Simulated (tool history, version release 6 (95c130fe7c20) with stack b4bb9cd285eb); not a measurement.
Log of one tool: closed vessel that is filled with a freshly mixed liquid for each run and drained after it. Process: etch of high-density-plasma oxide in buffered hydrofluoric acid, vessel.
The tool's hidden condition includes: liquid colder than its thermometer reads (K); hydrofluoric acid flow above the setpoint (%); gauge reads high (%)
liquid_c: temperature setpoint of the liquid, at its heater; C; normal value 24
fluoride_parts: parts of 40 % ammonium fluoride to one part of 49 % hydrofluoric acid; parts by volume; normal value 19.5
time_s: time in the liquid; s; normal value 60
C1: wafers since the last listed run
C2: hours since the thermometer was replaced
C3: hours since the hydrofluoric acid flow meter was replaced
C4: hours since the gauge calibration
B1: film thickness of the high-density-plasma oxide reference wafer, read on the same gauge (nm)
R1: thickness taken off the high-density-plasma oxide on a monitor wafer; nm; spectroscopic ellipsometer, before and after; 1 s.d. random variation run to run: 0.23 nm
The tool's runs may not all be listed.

run 1 hour=0 | liquid_c=24 fluoride_parts=19.5 time_s=60 | C1=0 C2=1776.5 C3=1770 C4=272.1 | B1=150.03 | R1=47.74
run 2 hour=13.4 | liquid_c=24 fluoride_parts=19.5 time_s=60 | C1=1817 C2=1789.9 C3=1783.4 C4=285.5 | B1=149.98 | R1=47.14
run 3 hour=26.5 | liquid_c=24 fluoride_parts=19.5 time_s=60 | C1=1776 C2=1803 C3=1796.5 C4=298.6 | B1=149.98 | R1=47.03
run 4 hour=50.7 | liquid_c=24 fluoride_parts=19.5 time_s=60 | C1=3282 C2=1827.2 C3=1820.7 C4=322.8 | B1=150.03 | R1=47.16
run 5 hour=65.8 | liquid_c=24 fluoride_parts=19.5 time_s=60 | C1=2048 C2=1842.3 C3=1835.8 C4=337.9 | B1=150.01 | R1=47.25
-- hour=84.9 gauge calibrated
run 6 hour=93.9 | liquid_c=24 fluoride_parts=19.5 time_s=60 | C1=3811 C2=1870.4 C3=1863.9 C4=9 | B1=150 | R1=47.16
-- hour=101.4 thermometer replaced
run 7 hour=108.5 | liquid_c=24 fluoride_parts=19.5 time_s=60 | C1=1844 C2=7.1 C3=1878.5 C4=23.6 | B1=150.01 | R1=53.7
run 8 hour=126.4 | liquid_c=24 fluoride_parts=19.5 time_s=60 | C1=2428 C2=25 C3=1896.4 C4=41.5 | B1=150 | R1=53.76
run 9 hour=133 | liquid_c=25 fluoride_parts=19.5 time_s=60 | C1=895 C2=31.6 C3=1903 C4=48.1 | B1=150.01 | R1=57.1
-- hour=138.9 hydrofluoric acid flow meter replaced
run 10 hour=148.2 | liquid_c=25 fluoride_parts=19.5 time_s=60 | C1=1926 C2=46.8 C3=9.3 C4=63.3 | B1=150 | R1=56.82

Run 11 has not been measured yet. What should we expect?
run 11 hour=154.4 | liquid_c=24 fluoride_parts=19.5 time_s=60 | C1=841 C2=53 C3=15.5 C4=69.5 | B1=? | R1=?

For run 11 the tool returned B1 149.99, R1 53.87 nm.
With no hidden state in the tool, this same run would have given R1 55.19 nm.
